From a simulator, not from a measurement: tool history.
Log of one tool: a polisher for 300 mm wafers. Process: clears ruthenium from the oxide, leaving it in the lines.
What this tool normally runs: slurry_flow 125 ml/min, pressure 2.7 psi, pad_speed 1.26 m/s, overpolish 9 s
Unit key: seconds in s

| run | hour | slurry_flow | pressure | pad_speed | overpolish | wafers since the last listed run | wafers polished on this pad | hours since the slurry nozzle was cleaned | hours since the head pressure was calibrated | incoming thickness of the incoming film, nm | seconds |
|---|---|---|---|---|---|---|---|---|---|---|---|
| 1 | 0.0 | 160 | 3.4 | 1.26 | 9 | 0 | 1004 | 333.7 | 474.7 | 99.2 | 33.4 |
| 2 | 15.3 | 160 | 3.4 | 1.26 | 9 | 100 | 1104 | 349.0 | 490.0 | 99.1 | 33.9 |
|  | 25.1 | worn pad replaced by a new one |
| 3 | 32.6 | 125 | 2.7 | 1.26 | 9 | 87 | 49 | 366.3 | 507.3 | 99.6 | 44.9 |
| 4 | 43.9 | 125 | 2.7 | 1.10 | 9 | 74 | 123 | 377.6 | 518.6 | 98.8 | 46.9 |
| 5 | 50.2 | 125 | 2.7 | 1.26 | 6 | 41 | 164 | 383.9 | 524.9 | 99.9 | 45.6 |
| 6 | 66.9 | 125 | 2.7 | 1.26 | 9 | 109 | 274 | 400.6 | 541.6 | 99.8 | 44.9 |
| 7 | 79.5 | 125 | 2.7 | 1.26 | 9 | 82 | 357 | 413.2 | 554.2 | 99.1 | 44.2 |
| 8 | 93.3 | 125 | 2.7 | 1.26 | 9 | 90 | 448 | 427.0 | 568.0 | 100.3 | 44.4 |
| 9 | 111.2 | 125 | 2.3 | 1.26 | 9 | 117 | 565 | 444.9 | 585.9 | 98.2 | 50.6 |
| 10 | 129.0 | 125 | 2.3 | 1.26 | 9 | 116 | 682 | 462.7 | 603.7 | 99.3 | 52.6 |
| 11 | 135.2 | 125 | 2.3 | 1.26 | 9 | 40 | 723 | 468.9 | 609.9 | 99.0 | 51.4 |
| 12 | 152.2 | 125 | 2.7 | 1.26 | 9 | 111 | 835 | 485.9 | 626.9 | 101.3 | 46.3 |
|  | 153.9 | slurry nozzle cleaned |
| 13 | 160.4 | 125 | 2.7 | 1.04 | 5 | 47 | 882 | 6.5 | 635.1 | 98.3 | 48.8 |
| 14 | 171.1 | 125 | 2.7 | 1.38 | 9 | 70 | 952 | 17.2 | 645.8 | 100.7 | 42.3 |
| 15 | 186.1 | 125 | 2.7 | 1.26 | 9 | 98 | 1051 | 32.2 | 660.8 | 101.0 | 44.6 |
|  | 202.8 | worn pad replaced by a new one |
| 16 | 203.3 | 160 | 3.2 | 1.26 | 6 | 86 | 3 | 49.4 | 678.0 | 100.7 | 36.7 |
| 17 | 208.9 | 125 | 2.7 | 1.26 | 9 | 36 | 40 | 55.0 | 683.6 | 100.2 | 45.4 |
| 18 | 218.1 | 90 | 1.9 | 1.02 | 6 | 60 | 100 | 64.2 | 692.8 | 101.4 | 78.2 |
| 19 | 224.2 | 115 | 2.7 | 1.26 | 9 | 40 | 140 | 70.3 | 698.9 | 98.8 | 45.5 |
| 20 | 237.5 | 125 | 2.7 | 1.04 | 5 | 87 | 228 | 83.6 | 712.2 | 100.8 | 50.8 |
| 21 | 250.7 | 125 | 2.7 | 1.26 | 9 | 86 | 314 | 96.8 | 725.4 | 100.8 | 45.4 |
| 22 | 267.6 | 125 | 2.7 | 1.26 | 9 | 111 | 425 | 113.7 | 742.3 | 98.0 | 44.2 |
| 23 | 274.1 | 85 | 2.7 | 1.62 | 8 | 42 | 468 | 120.2 | 748.8 | 99.4 | 41.5 |
| 24 | 286.1 | 125 | 2.7 | 1.50 | 9 | 78 | 547 | 132.2 | 760.8 | 101.2 | 41.6 |
|  | 300.3 | head pressure recalibrated |
| 25 | 327.9 | 150 | 3.0 | 1.26 | 9 | 261 | 809 | 174.0 | 27.6 | 99.4 | 39.8 |
| 26 | 342.5 | 125 | 2.7 | 1.26 | 9 | 95 | 904 | 188.6 | 42.2 | 99.3 | 43.5 |
| 27 | 354.7 | 125 | 2.7 | 1.26 | 5 | 80 | 985 | 200.8 | 54.4 | 98.7 | 44.0 |
| 28 | 368.3 | 125 | 2.7 | 1.26 | 9 | 89 | 1074 | 214.4 | 68.0 | 99.4 | 43.8 |
| 29 | 375.8 | 155 | 2.7 | 1.26 | 9 | 49 | 1123 | 221.9 | 75.5 | 98.9 | 43.3 |
| 30 | 388.5 | 145 | 2.7 | 1.38 | 9 | 83 | 1207 | 234.6 | 88.2 | 100.3 | 41.2 |
| 31 | 401.7 | 125 | 2.7 | 1.04 | 12 | 86 | 1293 | 247.8 | 101.4 | 99.8 | 51.1 |

Branching from run 31: 3 alternative next runs. What would each branch give?
| A | 402.1 | 105 | 2.7 | 1.26 | 9 | 2 | 1296 | 248.2 | 101.8 | 101.2 | ? |
| B | 402.1 | 125 | 2.7 | 0.96 | 7 | 2 | 1296 | 248.2 | 101.8 | 101.2 | ? |
| C | 402.1 | 125 | 2.7 | 1.26 | 12 | 2 | 1296 | 248.2 | 101.8 | 101.2 | ? |

| run | seconds |
|---|---|
| A | 46.6 |
| B | 52.0 |
| C | 44.6 |
Without the tool's unlogged condition, the same runs would have read:
| run | seconds |
|---|---|
| A | 46.6 |
| B | 52.0 |
| C | 44.6 |
